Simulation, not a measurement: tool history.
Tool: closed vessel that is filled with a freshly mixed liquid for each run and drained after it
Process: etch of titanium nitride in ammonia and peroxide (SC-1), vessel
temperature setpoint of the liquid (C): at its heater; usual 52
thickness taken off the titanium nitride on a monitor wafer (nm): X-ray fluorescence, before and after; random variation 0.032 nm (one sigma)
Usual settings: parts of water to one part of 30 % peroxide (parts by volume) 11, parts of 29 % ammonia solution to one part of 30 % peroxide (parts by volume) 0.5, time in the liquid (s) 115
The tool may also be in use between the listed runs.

run,hour,temperature setpoint of the liquid (C),parts of water to one part of 30 % peroxide (parts by volume),parts of 29 % ammonia solution to one part of 30 % peroxide (parts by volume),time in the liquid (s),wafers since the last listed run,hours since the thermometer was replaced,hours since the ammonia flow meter was replaced,hours since the drum of ammonia solution was connected,hours since the gauge calibration,"read-back film thickness of the titanium nitride reference wafer, read on the same gauge (nm)",thickness taken off the titanium nitride on a monitor wafer (nm)
1,0,52,11,0.5,115,0,564.3,1180.2,809.7,34.6,109.99,8.38
2,16.6,56.5,7,0.5,115,1211,580.9,1196.8,826.3,51.2,110.01,14.31
3,34.1,49,15,0.5,115,1277,598.4,1214.3,843.8,68.7,110.03,5.74
4,48,49,15,0.5,115,1014,612.3,1228.2,857.7,82.6,110.03,5.73
5,56.5,52,11,0.6,100,620,620.8,1236.7,866.2,91.1,109.96,7.47
6,66.5,52,11,0.6,100,729,630.8,1246.7,876.2,101.1,110.06,7.52
# hour 89: thermometer replaced
# hour 90.1: gauge calibrated
7,110,52,11,0.35,115,3101,21,1290.2,919.7,19.9,110,7.85
8,121.2,52,11,0.35,115,817,32.2,1301.4,930.9,31.1,109.98,7.86
# hour 128.3: new drum of ammonia solution connected
# hour 135.5: ammonia flow meter replaced
9,136,52,7,0.5,85,934,47,0.5,7.7,45.9,110,7.79
10,149.9,52,7,0.5,85,1014,60.9,14.4,21.6,59.8,110.03,7.78
11,165.7,52,11,0.5,115,1153,76.7,30.2,37.4,75.6,109.99,8.39
12,180.8,52,7.5,0.5,60,1101,91.8,45.3,52.5,90.7,110.03,5.29
13,189,52,13,0.6,115,598,100,53.5,60.7,98.9,110,7.85
14,205,47.5,11,0.65,140,1167,116,69.5,76.7,114.9,109.98,7.75
15,222.1,52,11,0.5,115,1247,133.1,86.6,93.8,132,110.02,8.32
16,231.6,52,9,0.3,170,693,142.6,96.1,103.3,141.5,110,12.54
# hour 239.1: gauge calibrated
17,239.6,49,11,0.3,115,583,150.6,104.1,111.3,0.5,110.02,6.15
18,250.5,43.5,11,0.7,115,795,161.5,115,122.2,11.4,109.98,4.87
19,261.9,56.5,16,0.5,115,831,172.9,126.4,133.6,22.8,110.04,9.17
20,269.9,52,11,0.5,115,583,180.9,134.4,141.6,30.8,110,8.32

Hidden state at the last listed run before each entry between runs and at the first one after, where it differs:
Between runs 6 and 7: thermometer replaced (hour 89); gauge calibrated (hour 90.1)
  no hidden state differs between the two runs
Between runs 8 and 9: new drum of ammonia solution connected (hour 128.3); ammonia flow meter replaced (hour 135.5)
  no hidden state differs between the two runs
Between runs 16 and 17: gauge calibrated (hour 239.1)
  no hidden state differs between the two runs
